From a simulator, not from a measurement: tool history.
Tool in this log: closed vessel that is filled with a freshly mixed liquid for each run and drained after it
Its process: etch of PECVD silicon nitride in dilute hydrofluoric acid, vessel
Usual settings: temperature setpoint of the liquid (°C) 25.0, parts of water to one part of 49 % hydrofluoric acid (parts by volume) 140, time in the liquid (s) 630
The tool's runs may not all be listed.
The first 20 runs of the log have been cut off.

run	hour	temperature setpoint of the liquid (°C)	parts of water to one part of 49 % hydrofluoric acid (parts by volume)	time in the liquid (s)	wafers since the last listed run	hours since the thermometer was replaced	hours since the hydrofluoric acid flow meter was replaced	hours since the gauge calibration	read-back film thickness of the PECVD silicon nitride reference wafer, read on the same gauge (nm)	thickness taken off the PECVD silicon nitride on a monitor wafer (Å)
21	1578.2	25.0	140	630	6538	424.2	161.6	143.8	30.10	135.6
22	1650.5	20.5	105	445	6099	496.5	233.9	216.1	30.17	94.3
23	1729.2	25.0	75	330	6639	575.2	312.6	294.8	30.23	131.4
24	1831.2	23.5	140	630	8605	677.2	414.6	396.8	30.27	123.0
25	1894.5	27.0	140	725	5340	740.5	477.9	460.1	30.30	178.8
# hour 1964.4: thermometer replaced
26	1986.1	25.0	140	630	7643	21.7	569.5	551.7	30.36	136.5
27	2064.2	20.0	170	485	6588	99.8	647.6	629.8	30.40	62.5
28	2163.8	20.0	140	630	8402	199.4	747.2	729.4	30.45	98.3
29	2206.7	25.0	90	360	3619	242.3	790.1	772.3	30.50	121.7
30	2302.8	25.0	140	630	8107	338.4	886.2	868.4	30.49	137.6
# hour 2409.1: hydrofluoric acid flow meter replaced
31	2596.0	25.0	140	630	24651	631.6	186.9	1161.6	30.63	136.7
32	2640.9	25.0	140	630	3788	676.5	231.8	1206.5	30.64	137.2
# hour 2692.7: thermometer replaced
33	2696.5	27.5	75	450	4606	3.8	287.4	1262.1	30.68	215.3

3 options for the next run, each taken on its own from the tool as it stands now. Forecast them:
A	2697.3	25.0	140	630	67	4.6	288.2	1262.9	?	?
B	2697.3	22.5	140	475	67	4.6	288.2	1262.9	?	?
C	2697.3	25.0	140	875	67	4.6	288.2	1262.9	?	?

run	read-back film thickness of the PECVD silicon nitride reference wafer, read on the same gauge (nm)	thickness taken off the PECVD silicon nitride on a monitor wafer (Å)
A	30.66	136.5
B	30.66	87.5
C	30.66	189.6
Stripped of hidden state, with their random variation kept, the same runs would have yielded:
run	thickness taken off the PECVD silicon nitride on a monitor wafer (Å)
A	133.6
B	85.6
C	185.5
